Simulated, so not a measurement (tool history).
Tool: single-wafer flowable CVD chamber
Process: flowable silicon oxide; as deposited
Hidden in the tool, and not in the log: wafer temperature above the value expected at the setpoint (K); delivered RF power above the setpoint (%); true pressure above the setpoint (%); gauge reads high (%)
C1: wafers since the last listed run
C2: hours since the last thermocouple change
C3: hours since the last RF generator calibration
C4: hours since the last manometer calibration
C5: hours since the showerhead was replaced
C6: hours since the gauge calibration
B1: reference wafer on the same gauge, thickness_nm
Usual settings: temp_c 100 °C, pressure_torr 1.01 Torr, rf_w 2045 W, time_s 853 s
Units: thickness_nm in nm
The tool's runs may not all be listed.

{"run": 1, "hour": 0.0, "temp_c": 100, "pressure_torr": 1.01, "rf_w": 2045, "time_s": 853, "C1": 0, "C2": 1093.1, "C3": 390.1, "C4": 399.6, "C5": 5130.6, "C6": 914.9, "B1": 587.093, "thickness_nm": 633.618}
{"run": 2, "hour": 66.6, "temp_c": 100, "pressure_torr": 1.01, "rf_w": 2045, "time_s": 853, "C1": 195, "C2": 1159.7, "C3": 456.7, "C4": 466.2, "C5": 5197.2, "C6": 981.5, "B1": 586.071, "thickness_nm": 631.985}
{"run": 3, "hour": 139.6, "temp_c": 104, "pressure_torr": 1.01, "rf_w": 2045, "time_s": 853, "C1": 214, "C2": 1232.7, "C3": 529.7, "C4": 539.2, "C5": 5270.2, "C6": 1054.5, "B1": 586.664, "thickness_nm": 564.905}
{"run": 4, "hour": 193.2, "temp_c": 104, "pressure_torr": 1.01, "rf_w": 2045, "time_s": 853, "C1": 157, "C2": 1286.3, "C3": 583.3, "C4": 592.8, "C5": 5323.8, "C6": 1108.1, "B1": 587.183, "thickness_nm": 566.926}
{"run": 5, "hour": 285.7, "temp_c": 104, "pressure_torr": 1.01, "rf_w": 2045, "time_s": 853, "C1": 271, "C2": 1378.8, "C3": 675.8, "C4": 685.3, "C5": 5416.3, "C6": 1200.6, "B1": 586.441, "thickness_nm": 558.039}
{"run": 6, "hour": 378.3, "temp_c": 105, "pressure_torr": 1.09, "rf_w": 2045, "time_s": 853, "C1": 272, "C2": 1471.4, "C3": 768.4, "C4": 777.9, "C5": 5508.9, "C6": 1293.2, "B1": 587.108, "thickness_nm": 594.457}
{"run": 7, "hour": 426.5, "temp_c": 100, "pressure_torr": 1.01, "rf_w": 2045, "time_s": 853, "C1": 141, "C2": 1519.6, "C3": 816.6, "C4": 826.1, "C5": 5557.1, "C6": 1341.4, "B1": 586.552, "thickness_nm": 628.536}
{"run": 8, "hour": 528.7, "temp_c": 100, "pressure_torr": 1.01, "rf_w": 2045, "time_s": 853, "C1": 300, "C2": 1621.8, "C3": 918.8, "C4": 928.3, "C5": 5659.3, "C6": 1443.6, "B1": 586.527, "thickness_nm": 631.082}
{"run": 9, "hour": 627.5, "temp_c": 100, "pressure_torr": 1.01, "rf_w": 2045, "time_s": 853, "C1": 290, "C2": 1720.6, "C3": 1017.6, "C4": 1027.1, "C5": 5758.1, "C6": 1542.4, "B1": 587.504, "thickness_nm": 627.005}
{"hour": 676.8, "done": "gauge calibrated"}
{"run": 10, "hour": 694.8, "temp_c": 100, "pressure_torr": 1.07, "rf_w": 2045, "time_s": 853, "C1": 197, "C2": 1787.9, "C3": 1084.9, "C4": 1094.4, "C5": 5825.4, "C6": 18, "B1": 586.281, "thickness_nm": 679.305}
{"hour": 706.3, "done": "capacitance manometer re-zeroed and calibrated"}
{"run": 11, "hour": 780.2, "temp_c": 112, "pressure_torr": 1.12, "rf_w": 1915, "time_s": 810, "C1": 227, "C2": 1873.3, "C3": 1170.3, "C4": 73.9, "C5": 5910.8, "C6": 103.4, "B1": 586.715, "thickness_nm": 460.382}
{"hour": 818.7, "done": "RF generator calibrated"}
{"run": 12, "hour": 857.5, "temp_c": 104, "pressure_torr": 1.01, "rf_w": 2045, "time_s": 853, "C1": 203, "C2": 1950.6, "C3": 38.8, "C4": 151.2, "C5": 5988.1, "C6": 180.7, "B1": 587.672, "thickness_nm": 563.537}
{"hour": 870.6, "done": "thermocouple changed; heater temperature recalibrated"}
{"run": 13, "hour": 900.3, "temp_c": 100, "pressure_torr": 0.83, "rf_w": 2315, "time_s": 853, "C1": 102, "C2": 29.7, "C3": 81.6, "C4": 194, "C5": 6030.9, "C6": 223.5, "B1": 586.801, "thickness_nm": 534.703}
{"hour": 931.7, "done": "showerhead replaced"}
{"run": 14, "hour": 998.2, "temp_c": 104, "pressure_torr": 1.01, "rf_w": 2045, "time_s": 778, "C1": 264, "C2": 127.6, "C3": 179.5, "C4": 291.9, "C5": 66.5, "C6": 321.4, "B1": 587.344, "thickness_nm": 512.862}
{"run": 15, "hour": 1093.1, "temp_c": 100, "pressure_torr": 1.01, "rf_w": 2045, "time_s": 853, "C1": 278, "C2": 222.5, "C3": 274.4, "C4": 386.8, "C5": 161.4, "C6": 416.3, "B1": 587.662, "thickness_nm": 636.676}
{"run": 16, "hour": 1135.4, "temp_c": 104, "pressure_torr": 1.01, "rf_w": 2045, "time_s": 853, "C1": 124, "C2": 264.8, "C3": 316.7, "C4": 429.1, "C5": 203.7, "C6": 458.6, "B1": 587.006, "thickness_nm": 567.648}
{"run": 17, "hour": 1204.9, "temp_c": 100, "pressure_torr": 1.22, "rf_w": 2045, "time_s": 853, "C1": 204, "C2": 334.3, "C3": 386.2, "C4": 498.6, "C5": 273.2, "C6": 528.1, "B1": 587.061, "thickness_nm": 758.551}
{"run": 18, "hour": 1304.1, "temp_c": 100, "pressure_torr": 1.01, "rf_w": 2045, "time_s": 853, "C1": 291, "C2": 433.5, "C3": 485.4, "C4": 597.8, "C5": 372.4, "C6": 627.3, "B1": 586.063, "thickness_nm": 627.575}
{"run": 19, "hour": 1355.6, "temp_c": 88, "pressure_torr": 1.11, "rf_w": 2045, "time_s": 853, "C1": 151, "C2": 485, "C3": 536.9, "C4": 649.3, "C5": 423.9, "C6": 678.8, "B1": 587.355, "thickness_nm": 988.324}
{"run": 20, "hour": 1430.0, "temp_c": 88, "pressure_torr": 1.01, "rf_w": 1905, "time_s": 853, "C1": 218, "C2": 559.4, "C3": 611.3, "C4": 723.7, "C5": 498.3, "C6": 753.2, "B1": 587.783, "thickness_nm": 894.188}

How the hidden state differs across the entries between the runs, from the last listed run before each to the first after it:
Between runs 9 and 10: gauge calibrated (hour 676.8)
  no hidden state differs between the two runs
Between runs 10 and 11: capacitance manometer re-zeroed and calibrated (hour 706.3)
  no hidden state differs between the two runs
Between runs 11 and 12: RF generator calibrated (hour 818.7)
  no hidden state differs between the two runs
Between runs 12 and 13: thermocouple changed; heater temperature recalibrated (hour 870.6)
  no hidden state differs between the two runs
Between runs 13 and 14: showerhead replaced (hour 931.7)
  no hidden state differs between the two runs

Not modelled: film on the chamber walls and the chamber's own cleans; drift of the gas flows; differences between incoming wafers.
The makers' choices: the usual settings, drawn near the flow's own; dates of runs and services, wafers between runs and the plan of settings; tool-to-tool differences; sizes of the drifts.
